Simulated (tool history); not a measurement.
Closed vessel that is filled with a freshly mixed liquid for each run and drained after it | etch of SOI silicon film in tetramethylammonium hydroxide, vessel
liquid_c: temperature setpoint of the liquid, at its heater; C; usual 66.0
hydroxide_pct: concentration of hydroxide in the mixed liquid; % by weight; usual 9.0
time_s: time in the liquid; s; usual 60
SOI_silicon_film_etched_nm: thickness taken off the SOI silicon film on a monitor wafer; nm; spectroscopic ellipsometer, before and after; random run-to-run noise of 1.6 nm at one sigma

run,day,liquid_c,hydroxide_pct,time_s,wafers since the last listed run,hours since the thermometer was replaced,hours since the hydroxide flow meter was replaced,hours since the gauge calibration,"read-back film thickness of the SOI silicon film reference wafer, read on the same gauge (nm)",SOI_silicon_film_etched_nm
1,0.000,66.0,9.0,60,0,974.8,1448.5,306.1,40.00,388.39
2,0.742,66.0,9.0,60,1686,992.6,1466.3,323.9,40.00,393.01
3,1.583,66.0,9.0,60,1913,1012.8,1486.5,344.1,39.97,393.39
4,2.962,66.0,9.0,60,3135,1045.9,1519.6,377.2,40.00,393.57
5,4.325,66.0,9.0,60,3097,1078.6,1552.3,409.9,40.00,393.52
6,5.117,66.0,9.0,60,1800,1097.6,1571.3,428.9,40.05,394.63
# day 5.696: hydroxide flow meter replaced
7,6.038,66.0,9.0,60,1999,1119.7,8.2,451.0,40.02,397.96
8,7.038,66.0,9.0,60,2273,1143.7,32.2,475.0,39.95,393.77
# day 7.512: gauge calibrated
9,8.342,72.0,8.0,40,2965,1175.0,63.5,19.9,40.01,389.04
10,9.588,62.5,9.0,60,2832,1204.9,93.4,49.8,40.00,325.08
11,10.196,63.0,9.0,60,1383,1219.5,108.0,64.4,40.00,337.10
12,10.883,62.5,9.0,40,1563,1236.0,124.5,80.9,39.99,215.99
13,11.654,58.5,9.0,60,1752,1254.5,143.0,99.4,40.00,254.39
14,12.221,58.5,10.5,50,1288,1268.1,156.6,113.0,39.98,200.73
# day 12.708: thermometer replaced
15,13.488,72.0,7.0,90,2785,18.7,187.0,143.4,40.02,821.89
16,16.146,66.0,9.0,60,6044,82.5,250.8,207.2,39.96,359.55

For each run, what was the tool's unlogged condition?
hydroxide flow below the setpoint (%): 0 on each run
gauge reads high (%): 0 on each run
H1: liquid hotter than its thermometer reads (K)
run,H1
1,1.77
2,1.8
3,1.83
4,1.89
5,1.94
6,1.98
7,2.01
8,2.05
9,2.11
10,2.16
11,2.18
12,2.21
13,2.24
14,2.27
15,0.144
16,0.253
